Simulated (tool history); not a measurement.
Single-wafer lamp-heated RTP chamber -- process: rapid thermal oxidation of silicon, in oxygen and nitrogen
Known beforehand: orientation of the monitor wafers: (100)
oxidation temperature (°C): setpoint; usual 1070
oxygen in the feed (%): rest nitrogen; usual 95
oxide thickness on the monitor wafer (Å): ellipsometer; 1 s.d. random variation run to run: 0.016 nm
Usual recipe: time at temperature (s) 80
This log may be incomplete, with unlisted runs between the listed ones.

run,hour,oxidation temperature (°C),time at temperature (s),oxygen in the feed (%),"read-back reference wafer on the same gauge, thickness",oxide thickness on the monitor wafer (Å)
1,0.0,1081,80,95,12.401,115.21
2,9.6,1070,80,95,12.400,107.05
3,26.6,1070,80,95,12.403,107.45
4,41.7,1070,80,95,12.401,107.51
# hour 51.5: pyrometer window cleaned and pyrometer calibrated
5,57.3,1056,80,95,12.396,97.14
6,79.7,1056,80,95,12.400,96.92
7,89.5,1087,63,95,12.397,107.03
8,104.9,1087,63,95,12.400,107.27
9,117.0,1070,80,95,12.397,106.76
10,134.6,1070,80,95,12.392,106.73
11,149.1,1070,80,95,12.397,106.91
12,160.0,1070,80,95,12.398,106.87
13,179.0,1070,55,95,12.399,90.40
14,192.7,1070,55,95,12.403,90.29
# hour 202.9: pyrometer window cleaned and pyrometer calibrated
15,208.6,1070,55,95,12.408,89.98
16,223.5,1064,80,95,12.399,102.43
17,236.5,1048,103,76,12.395,94.98
18,249.9,1070,80,95,12.402,106.88
# hour 275.1: gauge calibrated
19,280.3,1070,80,95,12.400,107.00
20,292.1,1095,96,81,12.400,129.01
21,298.1,1047,113,82,12.397,101.46
22,309.0,1070,80,95,12.400,106.49
23,325.3,1061,80,95,12.398,100.60
24,335.1,1070,80,95,12.399,106.91
# hour 346.6: oxygen flow controller replaced
25,347.1,1095,58,98,12.401,110.49

Expected results for the next run?
# hour 357.6: pyrometer window cleaned and pyrometer calibrated
26,358.1,1060,117,95,?,?

{"run 26": {"read-back reference wafer on the same gauge, thickness": 12.407, "oxide thickness on the monitor wafer (Å)": 118.47}}
Were there no unlogged condition in the tool, this run, its random variation unchanged, would have produced oxide thickness on the monitor wafer (Å) 118.35.
